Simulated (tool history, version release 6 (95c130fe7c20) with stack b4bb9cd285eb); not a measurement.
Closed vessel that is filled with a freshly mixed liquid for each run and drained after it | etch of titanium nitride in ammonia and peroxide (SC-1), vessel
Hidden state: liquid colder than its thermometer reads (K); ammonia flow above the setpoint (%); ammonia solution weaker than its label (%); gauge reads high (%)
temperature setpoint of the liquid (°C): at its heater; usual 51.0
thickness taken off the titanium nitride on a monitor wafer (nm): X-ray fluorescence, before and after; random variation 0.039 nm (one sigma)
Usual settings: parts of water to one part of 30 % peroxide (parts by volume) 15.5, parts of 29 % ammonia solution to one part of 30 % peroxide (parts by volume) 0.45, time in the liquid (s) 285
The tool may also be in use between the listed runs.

run	hour	temperature setpoint of the liquid (°C)	parts of water to one part of 30 % peroxide (parts by volume)	parts of 29 % ammonia solution to one part of 30 % peroxide (parts by volume)	time in the liquid (s)	wafers since the last listed run	hours since the thermometer was replaced	hours since the ammonia flow meter was replaced	hours since the drum of ammonia solution was connected	hours since the gauge calibration	read-back film thickness of the titanium nitride reference wafer, read on the same gauge (nm)	thickness taken off the titanium nitride on a monitor wafer (nm)
1	0.0	51.0	15.5	0.45	150	0	2340.7	1401.6	191.4	410.6	50.04	6.17
2	35.0	51.0	15.5	0.45	150	3817	2375.7	1436.6	226.4	445.6	50.00	6.13
# hour 59.1: new drum of ammonia solution connected
3	68.7	51.0	15.5	0.45	370	3566	2409.4	1470.3	9.6	479.3	50.00	15.06
4	84.0	51.0	15.5	0.45	370	1668	2424.7	1485.6	24.9	494.6	50.00	15.10
5	179.3	51.0	15.5	0.45	285	10393	2520.0	1580.9	120.2	589.9	50.00	11.52
6	194.0	51.0	15.5	0.45	285	1603	2534.7	1595.6	134.9	604.6	49.97	11.58
7	226.4	51.0	15.5	0.45	285	3533	2567.1	1628.0	167.3	637.0	50.01	11.56
# hour 229.8: thermometer replaced
# hour 242.0: ammonia flow meter replaced
8	250.8	58.5	15.5	0.45	345	2442	21.0	8.8	191.7	661.4	50.02	25.51
9	282.2	44.0	23.0	0.55	285	3424	52.4	40.2	223.1	692.8	50.03	6.48
10	300.8	51.0	21.0	0.45	330	2028	71.0	58.8	241.7	711.4	50.01	12.40
# hour 320.2: new drum of ammonia solution connected
11	328.7	51.0	15.5	0.45	285	2933	98.9	86.7	8.5	739.3	49.98	12.64
# hour 331.5: gauge calibrated
12	357.4	51.0	21.0	0.45	330	3129	127.6	115.4	37.2	25.9	50.01	12.35
13	389.7	58.5	15.5	0.45	345	3522	159.9	147.7	69.5	58.2	50.02	25.29
14	420.0	51.0	15.5	0.65	175	3304	190.2	178.0	99.8	88.5	49.99	8.27
15	450.9	48.5	8.5	0.35	285	3369	221.1	208.9	130.7	119.4	49.97	13.98
16	474.3	56.0	15.5	0.65	285	2551	244.5	232.3	154.1	142.8	50.03	18.83
17	506.6	54.5	15.5	0.45	195	3522	276.8	264.6	186.4	175.1	50.01	10.96
18	529.2	45.5	13.0	0.45	330	2464	299.4	287.2	209.0	197.7	50.01	10.86
19	546.5	51.0	11.5	0.45	285	1886	316.7	304.5	226.3	215.0	49.99	14.80
# hour 565.5: new drum of ammonia solution connected
20	575.8	51.0	15.5	0.45	285	3086	346.0	333.8	10.3	244.3	50.03	12.52
21	589.5	45.0	17.5	0.25	440	1494	359.7	347.5	24.0	258.0	50.01	10.59
22	606.1	53.5	15.5	0.45	285	1810	376.3	364.1	40.6	274.6	50.00	14.83
23	623.2	51.0	15.5	0.45	285	1864	393.4	381.2	57.7	291.7	49.98	12.50
24	646.1	51.0	15.5	0.45	285	2497	416.3	404.1	80.6	314.6	50.02	12.55
25	660.8	56.5	15.5	0.45	285	1603	431.0	418.8	95.3	329.3	50.01	18.19
26	696.6	51.0	15.5	0.65	285	3904	466.8	454.6	131.1	365.1	49.96	13.32
27	730.5	51.0	15.5	0.45	285	3697	500.7	488.5	165.0	399.0	50.02	12.40

The same runs without the tool's hidden state, with the same run-to-run variation:
run	thickness taken off the titanium nitride on a monitor wafer (nm)
1	6.82
2	6.79
3	16.69
4	16.75
5	12.83
6	12.90
7	12.89
8	25.90
9	6.59
10	12.63
11	12.88
12	12.60
13	25.81
14	8.46
15	14.32
16	19.29
17	11.25
18	11.17
19	15.22
20	12.89
21	10.91
22	15.27
23	12.88
24	12.96
25	18.77
26	13.78
27	12.84
